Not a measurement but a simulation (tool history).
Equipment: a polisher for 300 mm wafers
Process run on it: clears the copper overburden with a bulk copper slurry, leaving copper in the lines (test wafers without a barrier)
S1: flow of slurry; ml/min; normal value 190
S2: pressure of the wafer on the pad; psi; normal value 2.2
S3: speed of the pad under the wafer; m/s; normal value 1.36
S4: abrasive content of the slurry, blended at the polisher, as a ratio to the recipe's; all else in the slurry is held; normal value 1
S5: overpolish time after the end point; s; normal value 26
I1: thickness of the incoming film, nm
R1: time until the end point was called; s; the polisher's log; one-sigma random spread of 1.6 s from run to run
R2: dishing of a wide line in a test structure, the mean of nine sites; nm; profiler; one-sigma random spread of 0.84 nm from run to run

{"run": 1, "hour": 0.0, "S1": 190, "S2": 1.8, "S3": 1.36, "S4": 1, "S5": 23, "I1": 1205.5, "R1": 163.9, "R2": 68.3}
{"run": 2, "hour": 67.0, "S1": 190, "S2": 1.8, "S3": 1.36, "S4": 1, "S5": 23, "I1": 1191.7, "R1": 178.1, "R2": 66.2}
{"run": 3, "hour": 127.4, "S1": 190, "S2": 2.2, "S3": 1.36, "S4": 1, "S5": 26, "I1": 1231.5, "R1": 152.8, "R2": 76.3}
{"run": 4, "hour": 158.3, "S1": 190, "S2": 2.6, "S3": 1.36, "S4": 1, "S5": 26, "I1": 1207.4, "R1": 129.3, "R2": 85.2}
{"run": 5, "hour": 193.7, "S1": 190, "S2": 2.6, "S3": 1.36, "S4": 1, "S5": 26, "I1": 1217.8, "R1": 129.1, "R2": 82.5}
{"run": 6, "hour": 342.2, "S1": 190, "S2": 1.8, "S3": 1.36, "S4": 1, "S5": 26, "I1": 1235.7, "R1": 173.1, "R2": 71.3}
{"run": 7, "hour": 367.7, "S1": 190, "S2": 2.2, "S3": 1.36, "S4": 1.15, "S5": 39, "I1": 1215.9, "R1": 131.8, "R2": 89.9}
{"run": 8, "hour": 423.7, "S1": 190, "S2": 2.2, "S3": 1.36, "S4": 1.25, "S5": 26, "I1": 1206.2, "R1": 133.4, "R2": 82.6}
{"run": 9, "hour": 463.4, "S1": 190, "S2": 2.2, "S3": 1.36, "S4": 1.2, "S5": 26, "I1": 1215.2, "R1": 129.7, "R2": 82.9}
{"run": 10, "hour": 500.6, "S1": 140, "S2": 2.2, "S3": 1.36, "S4": 1, "S5": 26, "I1": 1205.2, "R1": 141.9, "R2": 79.9}
{"run": 11, "hour": 557.8, "S1": 190, "S2": 2.5, "S3": 1.64, "S4": 0.75, "S5": 12, "I1": 1207.3, "R1": 101.7, "R2": 65.6}
{"run": 12, "hour": 618.2, "S1": 190, "S2": 2.2, "S3": 1.66, "S4": 1, "S5": 26, "I1": 1224.5, "R1": 111.5, "R2": 87.2}
{"run": 13, "hour": 654.8, "S1": 190, "S2": 2.2, "S3": 1.16, "S4": 1, "S5": 26, "I1": 1234.9, "R1": 160, "R2": 77.3}
{"run": 14, "hour": 720.6, "S1": 190, "S2": 2.2, "S3": 1.36, "S4": 1, "S5": 26, "I1": 1224, "R1": 131.4, "R2": 84.7}
{"run": 15, "hour": 783.3, "S1": 190, "S2": 2.2, "S3": 1.36, "S4": 1, "S5": 26, "I1": 1221.2, "R1": 132.2, "R2": 83.1}
{"run": 16, "hour": 827.4, "S1": 190, "S2": 2.2, "S3": 1.48, "S4": 1, "S5": 35, "I1": 1196.1, "R1": 117.7, "R2": 94.3}
{"run": 17, "hour": 883.6, "S1": 190, "S2": 2.2, "S3": 1.58, "S4": 1, "S5": 12, "I1": 1215.3, "R1": 109, "R2": 63.1}
{"run": 18, "hour": 917.3, "S1": 190, "S2": 2.2, "S3": 1.36, "S4": 1, "S5": 26, "I1": 1211.6, "R1": 128.4, "R2": 84.9}
{"run": 19, "hour": 947.5, "S1": 190, "S2": 2.7, "S3": 1.36, "S4": 1, "S5": 26, "I1": 1210.5, "R1": 105, "R2": 94.1}
{"run": 20, "hour": 997.9, "S1": 125, "S2": 2.2, "S3": 1.36, "S4": 1.1, "S5": 26, "I1": 1230.8, "R1": 165.5, "R2": 75.3}
{"run": 21, "hour": 1025.2, "S1": 190, "S2": 1.7, "S3": 1.78, "S4": 1, "S5": 26, "I1": 1216.7, "R1": 138.4, "R2": 75.6}
{"run": 22, "hour": 1087.5, "S1": 190, "S2": 2.2, "S3": 1.76, "S4": 0.85, "S5": 26, "I1": 1234.8, "R1": 112.4, "R2": 86.9}
{"run": 23, "hour": 1123.0, "S1": 240, "S2": 2.4, "S3": 1.5, "S4": 1.15, "S5": 26, "I1": 1212, "R1": 110, "R2": 86}
{"run": 24, "hour": 1266.0, "S1": 190, "S2": 2.2, "S3": 1.1, "S4": 1.3, "S5": 26, "I1": 1203.8, "R1": 165.4, "R2": 75.6}
{"run": 25, "hour": 1308.2, "S1": 190, "S2": 2.2, "S3": 1.36, "S4": 1, "S5": 26, "I1": 1208.4, "R1": 137.3, "R2": 81.4}
{"run": 26, "hour": 1379.2, "S1": 155, "S2": 2.2, "S3": 1.72, "S4": 1, "S5": 26, "I1": 1201.8, "R1": 113.5, "R2": 87.3}
{"run": 27, "hour": 1477.6, "S1": 190, "S2": 2.2, "S3": 1.36, "S4": 1, "S5": 26, "I1": 1225.8, "R1": 134.5, "R2": 82.1}
{"run": 28, "hour": 1523.0, "S1": 245, "S2": 2.2, "S3": 1.74, "S4": 1, "S5": 26, "I1": 1207, "R1": 102.3, "R2": 90.2}
{"run": 29, "hour": 1591.2, "S1": 190, "S2": 1.4, "S3": 1.36, "S4": 1, "S5": 26, "I1": 1203, "R1": 210.8, "R2": 61.2}

Withheld: 11 entries from between the runs. Position of each, and hidden state at the listed run before versus the listed run after:
From run 1 to run 2: head pressure recalibrated (hour 25.7); worn pad replaced by a new one (hour 41.9)
  slurry flow missing at the pad, %: 24.9 -> 30.1; deviation of the head's pressure from its setpoint, %: 6.58 -> -0.789
  the result without the hidden state subtracted from the measured one, R1: -2.2 -> +12.7 s; R2: +1.2 -> -2.5 nm
From run 2 to run 3: slurry blender recalibrated (hour 92.3)
  slurry flow missing at the pad, %: 30.1 -> 35.2; deviation of the head's pressure from its setpoint, %: -0.789 -> -0.644
  the result without the hidden state subtracted from the measured one, R1: +12.7 -> +13.2 s; R2: -2.5 -> -2.8 nm
From run 5 to run 6: slurry nozzle cleaned (hour 290.3)
  slurry flow missing at the pad, %: 41.3 -> 0.958; deviation of the head's pressure from its setpoint, %: -0.343 -> 0.868
  the result without the hidden state subtracted from the measured one, R1: +13.8 -> -1.2 s; R2: -3.2 -> +0.4 nm
From run 10 to run 11: slurry blender recalibrated (hour 531.9); worn pad replaced by a new one (hour 557.3)
  slurry flow missing at the pad, %: 3.28 -> 4.81; deviation of the head's pressure from its setpoint, %: 2.98 -> 3.95
  the result without the hidden state subtracted from the measured one, R1: -3.3 -> -3.2 s; R2: +1.1 -> +1.5 nm
From run 19 to run 20: head pressure recalibrated (hour 986)
  slurry flow missing at the pad, %: 24.9 -> 28.8; deviation of the head's pressure from its setpoint, %: 13.5 -> -0.00388
  the result without the hidden state subtracted from the measured one, R1: -8.3 -> +14.8 s; R2: +4.4 -> -2.9 nm
From run 20 to run 21: slurry nozzle cleaned (hour 1012.1)
  slurry flow missing at the pad, %: 28.8 -> 2.79; deviation of the head's pressure from its setpoint, %: -0.00388 -> 0.0196
  the result without the hidden state subtracted from the measured one, R1: +14.8 -> +0.6 s; R2: -2.9 -> -0.1 nm
From run 21 to run 22: slurry blender recalibrated (hour 1059.3)
  slurry flow missing at the pad, %: 2.79 -> 3.1; deviation of the head's pressure from its setpoint, %: 0.0196 -> 0.167
  the result without the hidden state subtracted from the measured one, R1: +0.6 -> +0.4 s; R2: -0.1 -> -0.1 nm
From run 22 to run 23: worn pad replaced by a new one (hour 1108.1)
  slurry flow missing at the pad, %: 3.1 -> 3.47; deviation of the head's pressure from its setpoint, %: 0.167 -> 0.309
  the result without the hidden state subtracted from the measured one, R1: +0.4 -> +0.2 s; R2: -0.1 -> +0 nm
From run 27 to run 28: slurry blender recalibrated (hour 1489.3)
  slurry flow missing at the pad, %: 14.9 -> 17.4; deviation of the head's pressure from its setpoint, %: 4.06 -> 4.85
  the result without the hidden state subtracted from the measured one, R1: -1.8 -> -2.3 s; R2: +1 -> +1.5 nm
